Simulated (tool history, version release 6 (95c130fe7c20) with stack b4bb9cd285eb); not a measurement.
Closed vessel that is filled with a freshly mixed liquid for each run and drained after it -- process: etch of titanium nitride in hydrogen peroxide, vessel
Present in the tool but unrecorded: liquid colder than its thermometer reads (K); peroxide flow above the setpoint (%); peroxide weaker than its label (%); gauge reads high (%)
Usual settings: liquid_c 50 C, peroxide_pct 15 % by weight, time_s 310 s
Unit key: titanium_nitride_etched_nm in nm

run	hour	liquid_c	peroxide_pct	time_s	wafers since the last listed run	hours since the thermometer was replaced	hours since the peroxide flow meter was replaced	hours since the drum of peroxide was connected	hours since the gauge calibration	read-back film thickness of the titanium nitride reference wafer, read on the same gauge (nm)	titanium_nitride_etched_nm
1	0	50	15	310	0	95	430.6	748	3099.5	39.99	8.66
# hour 9.2: gauge calibrated
2	65.7	50	15	310	6210	160.7	496.3	813.7	56.5	40	8.64
3	125.6	50	15	310	5662	220.6	556.2	873.6	116.4	39.99	8.64
# hour 128.4: peroxide flow meter replaced
4	163.8	50	15	310	3516	258.8	35.4	911.8	154.6	39.99	8.72
5	208.5	50	15	310	4225	303.5	80.1	956.5	199.3	39.97	8.53
6	279.5	50	18.5	230	6712	374.5	151.1	1027.5	270.3	40	6.69
7	325.1	50	15	310	4310	420.1	196.7	1073.1	315.9	39.99	8.52
8	363.4	50	15	310	3620	458.4	235	1111.4	354.2	40.03	8.5
9	411.2	50	15	310	4518	506.2	282.8	1159.2	402	39.99	8.45
10	444.9	40.5	19	390	3185	539.9	316.5	1192.9	435.7	40.01	5.52
11	501	50	15	425	5303	596	372.6	1249	491.8	40.04	11.71
# hour 536.5: new drum of peroxide connected
12	552.8	40.5	13.5	360	4802	647.8	424.4	16.3	543.6	39.99	4.71
13	605.2	50	15	310	4953	700.2	476.8	68.7	596	40	8.4
14	658.1	50	15	310	5000	753.1	529.7	121.6	648.9	40.01	8.39
15	723.9	50	15	310	6220	818.9	595.5	187.4	714.7	39.95	8.49
16	757.7	50	18	310	3195	852.7	629.3	221.2	748.5	39.98	8.73
17	803.5	57.5	15	310	4329	898.5	675.1	267	794.3	39.97	14.33
# hour 827.9: peroxide flow meter replaced
18	833.3	41.5	13	165	2722	928.3	5.4	296.8	824.1	40.01	2.32
19	861.1	50	15	310	2628	956.1	33.2	324.6	851.9	40.04	8.44
20	913.5	50	17	490	4953	1008.5	85.6	377	904.3	39.99	13.74
21	947.5	50	13	245	3214	1042.5	119.6	411	938.3	40.01	6.4
22	1118.7	57.5	12	240	16184	1213.7	290.8	582.2	1109.5	40.04	10.53
23	1181.9	46	16.5	310	5974	1276.9	354	645.4	1172.7	39.99	6.37
24	1238.6	56.5	13.5	370	5360	1333.6	410.7	702.1	1229.4	40.01	15.25
25	1301.4	50	18.5	310	5936	1396.4	473.5	764.9	1292.2	40.01	8.67
26	1361.4	50	16.5	225	5672	1456.4	533.5	824.9	1352.2	39.99	6.12
27	1416.9	50	19	310	5246	1511.9	589	880.4	1407.7	40.02	8.53
28	1485.7	58	17.5	200	6504	1580.7	657.8	949.2	1476.5	39.96	9.7
29	1522	50	15	310	3431	1617	694.1	985.5	1512.8	39.98	8.16

Each row is a separate what-if for the run after 29, all from the same tool condition, not one after another. Results?
A	1522.7	50	15	475	66	1617.7	694.8	986.2	1513.5	?	?
B	1522.7	50	18	425	66	1617.7	694.8	986.2	1513.5	?	?
C	1522.7	50	18.5	450	66	1617.7	694.8	986.2	1513.5	?	?
D	1522.7	58.5	12.5	310	66	1617.7	694.8	986.2	1513.5	?	?

run	read-back film thickness of the titanium nitride reference wafer, read on the same gauge (nm)	titanium_nitride_etched_nm
A	40.02	12.68
B	40.02	11.79
C	40.02	12.56
D	40.02	14.54
Without the tool's hidden state the same runs would have given:
run	titanium_nitride_etched_nm
A	13.5
B	12.55
C	13.37
D	15.42
